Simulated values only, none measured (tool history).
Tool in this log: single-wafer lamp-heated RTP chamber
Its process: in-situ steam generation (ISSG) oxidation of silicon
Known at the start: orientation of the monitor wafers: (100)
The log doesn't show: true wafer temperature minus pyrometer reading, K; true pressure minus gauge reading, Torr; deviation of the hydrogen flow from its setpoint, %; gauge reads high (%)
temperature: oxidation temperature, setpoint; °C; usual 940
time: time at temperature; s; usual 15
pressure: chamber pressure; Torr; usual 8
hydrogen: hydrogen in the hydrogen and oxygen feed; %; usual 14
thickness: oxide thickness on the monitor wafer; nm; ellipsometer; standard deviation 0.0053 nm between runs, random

| run | day | temperature | time | pressure | hydrogen | wafers since the last listed run | wafers since the last pyrometer calibration | hours since the pressure gauge was zeroed | hours since the hydrogen flow controller was replaced | hours since the gauge calibration | read-back reference wafer on the same gauge, thickness | thickness |
|---|---|---|---|---|---|---|---|---|---|---|---|---|
| 1 | 0 | 940 | 15 | 8 | 14 | 0 | 7749 | 4922.4 | 6672.9 | 157.2 | 4.001 | 3.592 |
| 2 | 0.971 | 940 | 15 | 8 | 14 | 161 | 7910 | 4945.7 | 6696.2 | 180.5 | 3.999 | 3.601 |
| 3 | 1.692 | 940 | 18 | 8 | 14 | 119 | 8030 | 4963 | 6713.5 | 197.8 | 4 | 3.884 |
| 4 | 2.604 | 940 | 18 | 8 | 14 | 151 | 8181 | 4984.9 | 6735.4 | 219.7 | 4 | 3.881 |
| 5 | 3.6 | 940 | 18 | 8 | 14 | 165 | 8346 | 5008.8 | 6759.3 | 243.6 | 3.999 | 3.879 |
|  | 4.55 | pyrometer window cleaned and pyrometer calibrated |
| 6 | 4.858 | 940 | 15 | 9.1 | 11 | 153 | 51 | 5039 | 6789.5 | 273.8 | 4 | 3.321 |
|  | 5.65 | pressure gauge zeroed |
| 7 | 6.25 | 940 | 15 | 9.1 | 11 | 175 | 226 | 14.4 | 6822.9 | 307.2 | 4 | 3.337 |
| 8 | 7.146 | 940 | 9 | 8 | 23 | 148 | 375 | 35.9 | 6844.4 | 328.7 | 4 | 3.3 |
|  | 7.729 | gauge calibrated |
| 9 | 8.325 | 933 | 15 | 8.5 | 23 | 195 | 570 | 64.2 | 6872.7 | 14.3 | 4 | 3.897 |
| 10 | 9.396 | 932 | 15 | 8 | 11 | 177 | 748 | 89.9 | 6898.4 | 40 | 3.999 | 3.298 |
|  | 10.258 | hydrogen flow controller replaced |
| 11 | 10.833 | 940 | 15 | 8 | 11 | 183 | 931 | 124.4 | 13.8 | 74.5 | 4 | 3.363 |
| 12 | 11.383 | 940 | 13 | 8 | 14 | 91 | 1022 | 137.6 | 27 | 87.7 | 4 | 3.353 |
| 13 | 12.554 | 940 | 15 | 8 | 14 | 194 | 1217 | 165.7 | 55.1 | 115.8 | 4 | 3.551 |
| 14 | 13.096 | 933 | 15 | 8.5 | 23 | 89 | 1307 | 178.7 | 68.1 | 128.8 | 4 | 3.911 |
| 15 | 14.162 | 932 | 19 | 7.3 | 24 | 176 | 1484 | 204.3 | 93.7 | 154.4 | 4 | 4.319 |

Selected run-to-run steps in thickness, each split into two signed amounts: the part the tool would show with no hidden state at all (from settings, incoming material and random variation), and the remainder, which goes to the hidden state together with any gauge scatter not common to the measured and the hidden-state-free results:
Run 5 -> 6: time 18 -> 15, pressure 8 -> 9.1, hydrogen 14 -> 11, pyrometer window cleaned and pyrometer calibrated. thickness -0.558 nm: hidden state -0.096, all else -0.462.
Run 9 -> 10: temperature 933 -> 932, pressure 8.5 -> 8, hydrogen 23 -> 11. thickness -0.599 nm: hidden state -0.001, all else -0.598.
